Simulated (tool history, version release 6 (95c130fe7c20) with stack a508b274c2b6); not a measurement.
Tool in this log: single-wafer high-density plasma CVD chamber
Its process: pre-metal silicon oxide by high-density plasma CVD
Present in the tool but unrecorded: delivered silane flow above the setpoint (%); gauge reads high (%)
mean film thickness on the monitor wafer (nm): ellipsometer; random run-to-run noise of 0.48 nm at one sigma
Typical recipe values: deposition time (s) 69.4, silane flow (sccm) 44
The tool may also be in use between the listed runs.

| run | hour | deposition time (s) | silane flow (sccm) | wafers since the last listed run | hours since the silane flow controller was replaced | hours since the gauge calibration | read-back reference wafer on the same gauge, thickness_nm | mean film thickness on the monitor wafer (nm) |
|---|---|---|---|---|---|---|---|---|
| 1 | 0 | 69.4 | 44 | 0 | 2764.6 | 62.9 | 329.983 | 319.994 |
|  | 16.5 | gauge calibrated |
| 2 | 17.8 | 69.4 | 44 | 344 | 2782.4 | 1.3 | 329.97 | 319.013 |
| 3 | 32.1 | 69.4 | 44 | 276 | 2796.7 | 15.6 | 329.948 | 319.786 |
| 4 | 44.7 | 61.3 | 48 | 243 | 2809.3 | 28.2 | 330.125 | 307.49 |
| 5 | 58.5 | 61.3 | 48 | 267 | 2823.1 | 42 | 329.985 | 307.373 |
| 6 | 68.3 | 69.4 | 44 | 189 | 2832.9 | 51.8 | 329.969 | 320.021 |
| 7 | 83.7 | 69.4 | 44 | 298 | 2848.3 | 67.2 | 329.997 | 320.208 |
| 8 | 99.5 | 69.4 | 44 | 305 | 2864.1 | 83 | 329.955 | 319.775 |
|  | 103.9 | gauge calibrated |
|  | 110.7 | silane flow controller replaced |
| 9 | 112.9 | 81.7 | 46 | 104 | 2.2 | 9 | 329.946 | 393.164 |
| 10 | 119.8 | 74.8 | 48 | 133 | 9.1 | 15.9 | 330.032 | 375.843 |
| 11 | 133.2 | 56.9 | 47 | 259 | 22.5 | 29.3 | 329.958 | 280.046 |
| 12 | 145.5 | 73.4 | 38 | 238 | 34.8 | 41.6 | 329.966 | 290.951 |
| 13 | 162.5 | 77.4 | 48 | 329 | 51.8 | 58.6 | 329.967 | 388.842 |
| 14 | 169.2 | 59.4 | 44 | 129 | 58.5 | 65.3 | 330.007 | 273.395 |

Hidden condition of the tool, last listed run before each entry between runs versus first listed run after:
From run 1 to run 2: gauge calibrated (hour 16.5)
  nothing in the hidden state changes from one run to the other
From run 8 to run 9: gauge calibrated (hour 103.9); silane flow controller replaced (hour 110.7)
  nothing in the hidden state changes from one run to the other

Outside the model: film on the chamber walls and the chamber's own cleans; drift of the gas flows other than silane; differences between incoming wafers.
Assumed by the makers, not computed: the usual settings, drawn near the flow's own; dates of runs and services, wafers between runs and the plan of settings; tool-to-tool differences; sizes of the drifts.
